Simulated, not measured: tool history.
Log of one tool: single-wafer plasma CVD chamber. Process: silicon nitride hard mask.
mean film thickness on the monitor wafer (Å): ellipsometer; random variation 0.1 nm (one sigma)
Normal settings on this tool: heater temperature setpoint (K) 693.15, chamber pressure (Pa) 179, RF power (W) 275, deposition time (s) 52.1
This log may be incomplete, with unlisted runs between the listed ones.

| run | hour | heater temperature setpoint (K) | chamber pressure (Pa) | RF power (W) | deposition time (s) | read-back reference wafer on the same gauge, thickness_nm | mean film thickness on the monitor wafer (Å) |
|---|---|---|---|---|---|---|---|
| 1 | 0 | 693.15 | 179 | 275 | 52.1 | 49.314 | 528.28 |
| 2 | 14.2 | 693.15 | 179 | 275 | 52.1 | 49.325 | 528.21 |
| 3 | 23.5 | 693.15 | 179 | 275 | 52.1 | 49.303 | 528.24 |
| 4 | 37.8 | 693.15 | 203 | 275 | 48.7 | 49.288 | 510.94 |
| 5 | 52.5 | 693.15 | 203 | 275 | 48.7 | 49.294 | 511.42 |
| 6 | 60.6 | 693.15 | 179 | 275 | 52.1 | 49.3 | 529.24 |
| 7 | 78.5 | 693.15 | 179 | 275 | 52.1 | 49.289 | 526.2 |
| 8 | 85.4 | 693.15 | 179 | 275 | 52.1 | 49.316 | 526.63 |
|  | 96.6 | showerhead replaced |
| 9 | 98.1 | 693.15 | 179 | 275 | 52.1 | 49.318 | 526.35 |
|  | 111.5 | capacitance manometer re-zeroed and calibrated |
| 10 | 112 | 686.15 | 145 | 275 | 52.1 | 49.294 | 495.79 |
| 11 | 135.4 | 686.15 | 145 | 275 | 52.1 | 49.312 | 496.09 |
| 12 | 144.9 | 699.15 | 221 | 275 | 45.5 | 49.287 | 487.12 |
| 13 | 158.8 | 693.15 | 179 | 275 | 52.1 | 49.337 | 526.37 |
| 14 | 175.3 | 704.15 | 212 | 300 | 45.2 | 49.297 | 501.05 |
| 15 | 192.1 | 693.15 | 179 | 275 | 52.1 | 49.274 | 524.72 |
| 16 | 203.5 | 693.15 | 179 | 275 | 52.1 | 49.333 | 524.93 |
| 17 | 209.7 | 693.15 | 179 | 275 | 52.1 | 49.309 | 525.62 |
| 18 | 225.4 | 693.15 | 141 | 275 | 52.1 | 49.303 | 487.86 |

Estimate the outcome of run 19 from the log above:
| 19 | 242.4 | 688.15 | 216 | 275 | 52.1 | ? | ? |

read-back reference wafer on the same gauge, thickness_nm: 49.302
mean film thickness on the monitor wafer (Å): 553.9
The same run, on a tool lacking any hidden state, would have yielded mean film thickness on the monitor wafer (Å) 573.3.
